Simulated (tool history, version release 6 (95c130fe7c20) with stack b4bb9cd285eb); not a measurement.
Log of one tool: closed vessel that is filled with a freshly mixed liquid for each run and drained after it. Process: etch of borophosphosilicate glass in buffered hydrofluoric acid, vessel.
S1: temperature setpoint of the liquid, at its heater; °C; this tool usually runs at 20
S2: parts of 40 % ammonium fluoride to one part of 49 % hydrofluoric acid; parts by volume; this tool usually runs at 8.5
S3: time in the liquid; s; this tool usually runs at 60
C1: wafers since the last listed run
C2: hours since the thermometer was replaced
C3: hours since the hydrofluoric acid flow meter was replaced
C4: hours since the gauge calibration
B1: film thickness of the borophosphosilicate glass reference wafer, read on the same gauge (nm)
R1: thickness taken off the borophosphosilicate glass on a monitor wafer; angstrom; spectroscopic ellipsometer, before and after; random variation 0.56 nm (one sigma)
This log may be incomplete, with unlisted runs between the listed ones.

| run | hour | S1 | S2 | S3 | C1 | C2 | C3 | C4 | B1 | R1 |
|---|---|---|---|---|---|---|---|---|---|---|
| 1 | 0 | 23 | 8.5 | 60 | 0 | 1129.6 | 604.7 | 936.6 | 89.98 | 792.6 |
| 2 | 17.7 | 20 | 8.5 | 60 | 2418 | 1147.3 | 622.4 | 954.3 | 90 | 671.1 |
| 3 | 52.2 | 20 | 8.5 | 60 | 4713 | 1181.8 | 656.9 | 988.8 | 89.98 | 688.8 |
| 4 | 66.5 | 20 | 8.5 | 60 | 1953 | 1196.1 | 671.2 | 1003.1 | 90.01 | 680.9 |
|  | 73 | thermometer replaced |
|  | 90 | hydrofluoric acid flow meter replaced |
| 5 | 99.8 | 20 | 8.5 | 60 | 4275 | 26.8 | 9.8 | 1036.4 | 89.96 | 620.3 |
| 6 | 131.5 | 20 | 8.5 | 60 | 4330 | 58.5 | 41.5 | 1068.1 | 89.97 | 617.8 |
| 7 | 158.8 | 20 | 8.5 | 60 | 3729 | 85.8 | 68.8 | 1095.4 | 90.01 | 619.8 |
| 8 | 177.3 | 20 | 8.5 | 60 | 2527 | 104.3 | 87.3 | 1113.9 | 90.03 | 622.4 |
| 9 | 202.2 | 20 | 8.5 | 60 | 3401 | 129.2 | 112.2 | 1138.8 | 89.99 | 615.4 |
| 10 | 215.7 | 17 | 6.5 | 60 | 1844 | 142.7 | 125.7 | 1152.3 | 90.03 | 700.5 |
|  | 246 | gauge calibrated |
| 11 | 246.6 | 20 | 12 | 60 | 4221 | 173.6 | 156.6 | 0.6 | 90.02 | 464.5 |
| 12 | 269.2 | 22 | 7.5 | 50 | 3087 | 196.2 | 179.2 | 23.2 | 90.05 | 674.2 |
| 13 | 297.3 | 20 | 8.5 | 60 | 3838 | 224.3 | 207.3 | 51.3 | 90 | 639.1 |
| 14 | 310.5 | 20 | 8.5 | 60 | 1803 | 237.5 | 220.5 | 64.5 | 90.03 | 636.8 |
| 15 | 335.5 | 17 | 8.5 | 60 | 3415 | 262.5 | 245.5 | 89.5 | 89.98 | 541.3 |
| 16 | 358.2 | 20 | 11 | 60 | 3101 | 285.2 | 268.2 | 112.2 | 90.02 | 507.7 |
| 17 | 380.7 | 24.5 | 8.5 | 30 | 3073 | 307.7 | 290.7 | 134.7 | 89.97 | 409.8 |
| 18 | 415.3 | 17 | 10 | 60 | 4726 | 342.3 | 325.3 | 169.3 | 89.98 | 467.1 |
| 19 | 430.6 | 23 | 6.5 | 60 | 2090 | 357.6 | 340.6 | 184.6 | 89.99 | 1003.8 |
| 20 | 443.9 | 20 | 10 | 85 | 1816 | 370.9 | 353.9 | 197.9 | 89.97 | 791 |
| 21 | 466.6 | 20 | 8.5 | 60 | 3101 | 393.6 | 376.6 | 220.6 | 90.05 | 650.9 |
| 22 | 490.5 | 20 | 6 | 75 | 3265 | 417.5 | 400.5 | 244.5 | 90 | 1143.3 |
| 23 | 523.8 | 20 | 8.5 | 50 | 4549 | 450.8 | 433.8 | 277.8 | 89.98 | 538.2 |
| 24 | 541.9 | 20 | 8.5 | 60 | 2472 | 468.9 | 451.9 | 295.9 | 89.94 | 653.7 |
| 25 | 576.4 | 20 | 7.5 | 60 | 4713 | 503.4 | 486.4 | 330.4 | 90 | 748.9 |
| 26 | 593.5 | 17.5 | 8.5 | 85 | 2336 | 520.5 | 503.5 | 347.5 | 89.99 | 817.3 |
| 27 | 608.2 | 20 | 11.5 | 60 | 2008 | 535.2 | 518.2 | 362.2 | 90.01 | 502.2 |
| 28 | 630.4 | 18.5 | 12 | 90 | 3032 | 557.4 | 540.4 | 384.4 | 90.02 | 660.7 |
|  | 631.8 | hydrofluoric acid flow meter replaced |
| 29 | 656.2 | 17 | 7.5 | 40 | 3387 | 583.2 | 24.4 | 410.2 | 90.02 | 395.8 |
| 30 | 680.9 | 23.5 | 5 | 80 | 3374 | 607.9 | 49.1 | 434.9 | 90.02 | 1681.9 |
| 31 | 693.9 | 24 | 8.5 | 60 | 1775 | 620.9 | 62.1 | 447.9 | 90.02 | 770.4 |

4 options for the next run, each taken on its own from the tool as it stands now. Forecast them:
| A | 694.6 | 20 | 8.5 | 60 | 95 | 621.6 | 62.8 | 448.6 | ? | ? |
| B | 694.6 | 20 | 5 | 60 | 95 | 621.6 | 62.8 | 448.6 | ? | ? |
| C | 694.6 | 24.5 | 10 | 45 | 95 | 621.6 | 62.8 | 448.6 | ? | ? |
| D | 694.6 | 20 | 8.5 | 30 | 95 | 621.6 | 62.8 | 448.6 | ? | ? |

| run | B1 | R1 |
|---|---|---|
| A | 90.02 | 614.1 |
| B | 90.02 | 1020.6 |
| C | 90.02 | 513.7 |
| D | 90.02 | 307 |
Without the tool's hidden state the same runs would have given:
| run | R1 |
|---|---|
| A | 605.6 |
| B | 1008 |
| C | 509.6 |
| D | 302.8 |

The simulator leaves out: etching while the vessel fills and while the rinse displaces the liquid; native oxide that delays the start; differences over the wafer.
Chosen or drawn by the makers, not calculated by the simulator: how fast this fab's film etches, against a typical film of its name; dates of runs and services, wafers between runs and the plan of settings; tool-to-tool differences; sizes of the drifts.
